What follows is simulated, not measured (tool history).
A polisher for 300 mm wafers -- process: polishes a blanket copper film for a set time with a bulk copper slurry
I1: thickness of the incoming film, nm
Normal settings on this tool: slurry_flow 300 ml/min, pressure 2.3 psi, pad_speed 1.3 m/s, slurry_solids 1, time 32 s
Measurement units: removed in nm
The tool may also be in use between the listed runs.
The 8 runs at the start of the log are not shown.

{"run": 9, "hour": 515.9, "slurry_flow": 375, "pressure": 2.3, "pad_speed": 1.3, "slurry_solids": 1, "time": 32, "I1": 2463.4, "removed": 297.9}
{"run": 10, "hour": 593.8, "slurry_flow": 300, "pressure": 2.3, "pad_speed": 1.3, "slurry_solids": 1, "time": 32, "I1": 2447.4, "removed": 287.9}
{"hour": 597.6, "done": "slurry nozzle cleaned"}
{"hour": 607.8, "done": "slurry blender recalibrated"}
{"run": 11, "hour": 648.0, "slurry_flow": 300, "pressure": 2.3, "pad_speed": 1.3, "slurry_solids": 1, "time": 32, "I1": 2422.2, "removed": 300.5}
{"run": 12, "hour": 694.8, "slurry_flow": 340, "pressure": 2.3, "pad_speed": 1.3, "slurry_solids": 1, "time": 32, "I1": 2440, "removed": 301.8}
{"hour": 770.4, "done": "worn pad replaced by a new one"}
{"run": 13, "hour": 783.1, "slurry_flow": 340, "pressure": 2.3, "pad_speed": 1.3, "slurry_solids": 1, "time": 32, "I1": 2424.8, "removed": 305.3}
{"run": 14, "hour": 851.6, "slurry_flow": 200, "pressure": 2, "pad_speed": 1.3, "slurry_solids": 0.85, "time": 39, "I1": 2466.2, "removed": 288.1}
{"run": 15, "hour": 907.1, "slurry_flow": 335, "pressure": 1.8, "pad_speed": 1, "slurry_solids": 1.15, "time": 32, "I1": 2470.9, "removed": 186.9}
{"hour": 956.1, "done": "head pressure recalibrated"}
{"run": 16, "hour": 1002.4, "slurry_flow": 350, "pressure": 2.3, "pad_speed": 1.3, "slurry_solids": 1, "time": 32, "I1": 2424.9, "removed": 294.5}
{"hour": 1076.6, "done": "slurry blender recalibrated"}
{"hour": 1091.6, "done": "slurry nozzle cleaned"}
{"run": 17, "hour": 1106.5, "slurry_flow": 340, "pressure": 2.3, "pad_speed": 1.3, "slurry_solids": 1, "time": 32, "I1": 2422.4, "removed": 305.5}
{"run": 18, "hour": 1179.5, "slurry_flow": 300, "pressure": 2.8, "pad_speed": 1.16, "slurry_solids": 0.9, "time": 32, "I1": 2432.2, "removed": 314.5}
{"hour": 1222.9, "done": "worn pad replaced by a new one"}
{"run": 19, "hour": 1225.3, "slurry_flow": 300, "pressure": 2.3, "pad_speed": 1.3, "slurry_solids": 1.25, "time": 32, "I1": 2442.9, "removed": 319}
{"run": 20, "hour": 1312.9, "slurry_flow": 300, "pressure": 1.9, "pad_speed": 0.9, "slurry_solids": 1.1, "time": 26, "I1": 2446.4, "removed": 143.2}
{"run": 21, "hour": 1376.9, "slurry_flow": 300, "pressure": 2.3, "pad_speed": 0.88, "slurry_solids": 1.25, "time": 26, "I1": 2474.7, "removed": 172.5}
{"run": 22, "hour": 1452.4, "slurry_flow": 265, "pressure": 2.6, "pad_speed": 1.72, "slurry_solids": 1.2, "time": 32, "I1": 2404.1, "removed": 449.1}
{"hour": 1538.7, "done": "slurry blender recalibrated"}
{"run": 23, "hour": 1556.8, "slurry_flow": 300, "pressure": 2.3, "pad_speed": 1.68, "slurry_solids": 1, "time": 41, "I1": 2463.5, "removed": 480.1}
{"run": 24, "hour": 1629.6, "slurry_flow": 300, "pressure": 2.3, "pad_speed": 0.86, "slurry_solids": 1, "time": 32, "I1": 2478.2, "removed": 184.4}
{"hour": 1693.6, "done": "slurry nozzle cleaned"}
{"run": 25, "hour": 1722.6, "slurry_flow": 350, "pressure": 2.3, "pad_speed": 1.3, "slurry_solids": 1, "time": 32, "I1": 2484.6, "removed": 306.1}
{"run": 26, "hour": 1769.6, "slurry_flow": 300, "pressure": 2.9, "pad_speed": 0.9, "slurry_solids": 1, "time": 32, "I1": 2462.8, "removed": 258.3}
{"hour": 1795.0, "done": "worn pad replaced by a new one"}
{"run": 27, "hour": 1810.9, "slurry_flow": 300, "pressure": 2.3, "pad_speed": 1.02, "slurry_solids": 1.1, "time": 32, "I1": 2417.9, "removed": 238.5}
{"run": 28, "hour": 1852.8, "slurry_flow": 385, "pressure": 1.9, "pad_speed": 1.42, "slurry_solids": 1, "time": 32, "I1": 2482.4, "removed": 279.4}
{"run": 29, "hour": 1941.3, "slurry_flow": 300, "pressure": 2.3, "pad_speed": 1.3, "slurry_solids": 1, "time": 32, "I1": 2464.4, "removed": 300.2}
{"hour": 1974.9, "done": "head pressure recalibrated"}
{"hour": 2032.5, "done": "slurry blender recalibrated"}
{"hour": 2173.9, "done": "slurry nozzle cleaned"}
{"run": 30, "hour": 2193.9, "slurry_flow": 370, "pressure": 2.8, "pad_speed": 1.74, "slurry_solids": 1.25, "time": 32, "I1": 2441.4, "removed": 529.4}

Here are 4 independent what-if runs from the current tool condition. What would each one return?
{"run": "A", "hour": 2194.3, "slurry_flow": 300, "pressure": 2, "pad_speed": 1.3, "slurry_solids": 1, "time": 32, "I1": 2425.1, "removed": "?"}
{"run": "B", "hour": 2194.3, "slurry_flow": 300, "pressure": 2.3, "pad_speed": 1.3, "slurry_solids": 1.2, "time": 40, "I1": 2425.1, "removed": "?"}
{"run": "C", "hour": 2194.3, "slurry_flow": 350, "pressure": 2.8, "pad_speed": 1.3, "slurry_solids": 1, "time": 32, "I1": 2425.1, "removed": "?"}
{"run": "D", "hour": 2194.3, "slurry_flow": 300, "pressure": 2.3, "pad_speed": 1.3, "slurry_solids": 1.1, "time": 32, "I1": 2425.1, "removed": "?"}

run=A removed=260.6
run=B removed=389.4
run=C removed=369.9
run=D removed=305.8
Without the tool's hidden state the same runs would have given:
run=A removed=260.8
run=B removed=389.8
run=C removed=370.3
run=D removed=306.1

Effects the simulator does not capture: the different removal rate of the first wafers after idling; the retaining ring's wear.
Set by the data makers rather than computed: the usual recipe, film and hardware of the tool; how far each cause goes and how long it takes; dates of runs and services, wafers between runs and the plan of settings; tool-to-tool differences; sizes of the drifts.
